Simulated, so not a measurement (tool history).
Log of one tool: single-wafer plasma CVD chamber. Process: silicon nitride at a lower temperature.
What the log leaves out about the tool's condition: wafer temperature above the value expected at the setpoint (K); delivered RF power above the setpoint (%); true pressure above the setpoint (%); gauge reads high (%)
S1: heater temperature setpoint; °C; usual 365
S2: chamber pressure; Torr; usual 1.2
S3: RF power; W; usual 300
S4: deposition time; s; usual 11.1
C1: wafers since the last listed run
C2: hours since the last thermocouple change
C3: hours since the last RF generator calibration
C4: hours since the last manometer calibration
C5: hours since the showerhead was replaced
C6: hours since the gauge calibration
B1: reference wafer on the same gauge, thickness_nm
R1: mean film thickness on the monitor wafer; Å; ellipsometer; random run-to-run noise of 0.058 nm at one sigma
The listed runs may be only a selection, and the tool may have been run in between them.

run	hour	S1	S2	S3	S4	C1	C2	C3	C4	C5	C6	B1	R1
1	0	365	1.2	300	12	0	1289.2	2549.6	1709.4	3065.7	796.2	14.903	147.37
# hour 30.3: gauge calibrated
# hour 85.7: capacitance manometer re-zeroed and calibrated
2	87.2	365	1.2	300	12	2445	1376.4	2636.8	1.5	3152.9	56.9	14.413	142.1
3	111.3	373	1.2	300	12.3	744	1400.5	2660.9	25.6	3177	81	14.454	145.2
# hour 135.1: RF generator calibrated
4	144.7	365	1.2	300	12.5	784	1433.9	9.6	59	3210.4	114.4	14.495	147.67
5	167.3	365	1.2	300	12.5	697	1456.5	32.2	81.6	3233	137	14.522	148.5
6	201.7	365	1.2	300	11.1	1062	1490.9	66.6	116	3267.4	171.4	14.58	131.02
7	215	355	1.47	300	11.1	410	1504.2	79.9	129.3	3280.7	184.7	14.562	142.11
8	233.4	365	1.2	300	11.1	568	1522.6	98.3	147.7	3299.1	203.1	14.594	133.55
9	257.1	365	1.46	300	9.7	731	1546.3	122	171.4	3322.8	226.8	14.613	124.54
10	273.8	365	1.2	300	11.1	515	1563	138.7	188.1	3339.5	243.5	14.644	133.42
11	301.9	365	1.47	300	11.1	867	1591.1	166.8	216.2	3367.6	271.6	14.658	141.81
# hour 314.6: showerhead replaced
12	319.1	365	1.2	270	13	284	1608.3	184	233.4	4.5	288.8	14.668	145.63
13	340.4	365	1.2	300	12.1	657	1629.6	205.3	254.7	25.8	310.1	14.668	145.4
14	371.1	365	1.48	300	11.1	947	1660.3	236	285.4	56.5	340.8	14.687	144.22
15	400.1	376	1.2	335	9.4	895	1689.3	265	314.4	85.5	369.8	14.701	119.99
# hour 430.8: thermocouple changed; heater temperature recalibrated
16	488.3	373	1.2	275	13.1	2476	57.5	353.2	402.6	173.7	458	14.745	150.73
17	503.9	360	1.2	300	11.1	481	73.1	368.8	418.2	189.3	473.6	14.756	134.63
18	531.7	365	1.2	300	11.1	858	100.9	396.6	446	217.1	501.4	14.778	135.06
19	565.6	354	1.2	300	11.1	1046	134.8	430.5	479.9	251	535.3	14.767	134.92

Expected results for the next run?
20	591.2	357	1.3	300	12.8	790	160.4	456.1	505.5	276.6	560.9	?	?

Run 20 yielded B1 14.79, R1 159.58 Å.
Without the tool's hidden state the same run would have given R1 155.43 Å.
